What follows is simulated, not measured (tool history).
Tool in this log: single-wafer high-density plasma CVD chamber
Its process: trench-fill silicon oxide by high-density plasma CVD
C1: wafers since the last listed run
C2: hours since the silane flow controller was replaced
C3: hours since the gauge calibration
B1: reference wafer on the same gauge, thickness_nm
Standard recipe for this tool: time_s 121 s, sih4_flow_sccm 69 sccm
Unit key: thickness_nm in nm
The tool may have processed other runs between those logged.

{"run": 1, "hour": 0.0, "time_s": 121, "sih4_flow_sccm": 69, "C1": 0, "C2": 3903.8, "C3": 235.0, "B1": 774.694, "thickness_nm": 748.707}
{"run": 2, "hour": 24.3, "time_s": 121, "sih4_flow_sccm": 69, "C1": 234, "C2": 3928.1, "C3": 259.3, "B1": 773.394, "thickness_nm": 752.774}
{"run": 3, "hour": 37.4, "time_s": 121, "sih4_flow_sccm": 69, "C1": 126, "C2": 3941.2, "C3": 272.4, "B1": 772.81, "thickness_nm": 754.177}
{"run": 4, "hour": 62.8, "time_s": 121, "sih4_flow_sccm": 69, "C1": 245, "C2": 3966.6, "C3": 297.8, "B1": 770.428, "thickness_nm": 745.559}
{"run": 5, "hour": 84.1, "time_s": 121, "sih4_flow_sccm": 69, "C1": 205, "C2": 3987.9, "C3": 319.1, "B1": 769.893, "thickness_nm": 748.213}
{"run": 6, "hour": 118.4, "time_s": 121, "sih4_flow_sccm": 69, "C1": 331, "C2": 4022.2, "C3": 353.4, "B1": 768.273, "thickness_nm": 745.988}
{"hour": 128.5, "done": "gauge calibrated"}
{"run": 7, "hour": 134.8, "time_s": 121, "sih4_flow_sccm": 69, "C1": 158, "C2": 4038.6, "C3": 6.3, "B1": 778.097, "thickness_nm": 757.142}
{"run": 8, "hour": 148.5, "time_s": 121, "sih4_flow_sccm": 69, "C1": 132, "C2": 4052.3, "C3": 20.0, "B1": 778.043, "thickness_nm": 759.576}
{"run": 9, "hour": 176.6, "time_s": 121, "sih4_flow_sccm": 69, "C1": 271, "C2": 4080.4, "C3": 48.1, "B1": 777.915, "thickness_nm": 754.598}
{"run": 10, "hour": 203.9, "time_s": 129, "sih4_flow_sccm": 69, "C1": 263, "C2": 4107.7, "C3": 75.4, "B1": 778.895, "thickness_nm": 804.448}
{"run": 11, "hour": 218.6, "time_s": 129, "sih4_flow_sccm": 69, "C1": 142, "C2": 4122.4, "C3": 90.1, "B1": 777.177, "thickness_nm": 800.506}
{"run": 12, "hour": 243.4, "time_s": 121, "sih4_flow_sccm": 69, "C1": 239, "C2": 4147.2, "C3": 114.9, "B1": 776.992, "thickness_nm": 751.758}
{"run": 13, "hour": 302.9, "time_s": 121, "sih4_flow_sccm": 69, "C1": 574, "C2": 4206.7, "C3": 174.4, "B1": 776.029, "thickness_nm": 752.181}
{"run": 14, "hour": 328.7, "time_s": 121, "sih4_flow_sccm": 69, "C1": 249, "C2": 4232.5, "C3": 200.2, "B1": 775.092, "thickness_nm": 749.729}
{"run": 15, "hour": 357.8, "time_s": 121, "sih4_flow_sccm": 69, "C1": 281, "C2": 4261.6, "C3": 229.3, "B1": 775.257, "thickness_nm": 752.992}
{"run": 16, "hour": 389.2, "time_s": 121, "sih4_flow_sccm": 73, "C1": 303, "C2": 4293.0, "C3": 260.7, "B1": 773.05, "thickness_nm": 786.948}
{"run": 17, "hour": 408.4, "time_s": 121, "sih4_flow_sccm": 58, "C1": 185, "C2": 4312.2, "C3": 279.9, "B1": 772.486, "thickness_nm": 628.574}
{"run": 18, "hour": 420.5, "time_s": 138, "sih4_flow_sccm": 69, "C1": 116, "C2": 4324.3, "C3": 292.0, "B1": 771.474, "thickness_nm": 856.51}
{"hour": 429.4, "done": "silane flow controller replaced"}
{"run": 19, "hour": 441.6, "time_s": 98, "sih4_flow_sccm": 63, "C1": 126, "C2": 12.2, "C3": 313.1, "B1": 771.412, "thickness_nm": 553.038}
{"run": 20, "hour": 468.2, "time_s": 143, "sih4_flow_sccm": 59, "C1": 257, "C2": 38.8, "C3": 339.7, "B1": 769.637, "thickness_nm": 757.522}
{"run": 21, "hour": 504.1, "time_s": 121, "sih4_flow_sccm": 69, "C1": 346, "C2": 74.7, "C3": 375.6, "B1": 768.075, "thickness_nm": 745.987}
{"run": 22, "hour": 530.8, "time_s": 138, "sih4_flow_sccm": 79, "C1": 258, "C2": 101.4, "C3": 402.3, "B1": 765.908, "thickness_nm": 969.347}
{"hour": 537.1, "done": "gauge calibrated"}
{"run": 23, "hour": 551.6, "time_s": 121, "sih4_flow_sccm": 69, "C1": 200, "C2": 122.2, "C3": 14.5, "B1": 776.037, "thickness_nm": 751.939}
{"run": 24, "hour": 571.6, "time_s": 106, "sih4_flow_sccm": 56, "C1": 193, "C2": 142.2, "C3": 34.5, "B1": 775.797, "thickness_nm": 535.486}
{"run": 25, "hour": 604.0, "time_s": 121, "sih4_flow_sccm": 69, "C1": 313, "C2": 174.6, "C3": 66.9, "B1": 775.985, "thickness_nm": 752.019}
{"run": 26, "hour": 626.5, "time_s": 121, "sih4_flow_sccm": 69, "C1": 217, "C2": 197.1, "C3": 89.4, "B1": 775.681, "thickness_nm": 753.104}
{"run": 27, "hour": 640.1, "time_s": 121, "sih4_flow_sccm": 69, "C1": 131, "C2": 210.7, "C3": 103.0, "B1": 774.973, "thickness_nm": 748.537}
{"run": 28, "hour": 663.6, "time_s": 121, "sih4_flow_sccm": 82, "C1": 227, "C2": 234.2, "C3": 126.5, "B1": 775.068, "thickness_nm": 890.994}

Estimate the outcome of run 29 from the log above:
{"run": 29, "hour": 687.0, "time_s": 121, "sih4_flow_sccm": 59, "C1": 226, "C2": 257.6, "C3": 149.9, "B1": "?", "thickness_nm": "?"}

{"run 29": {"B1": 774.533, "thickness_nm": 640.249}}
Minus the tool's unlogged condition, the same run would have read thickness_nm 642.944 nm.
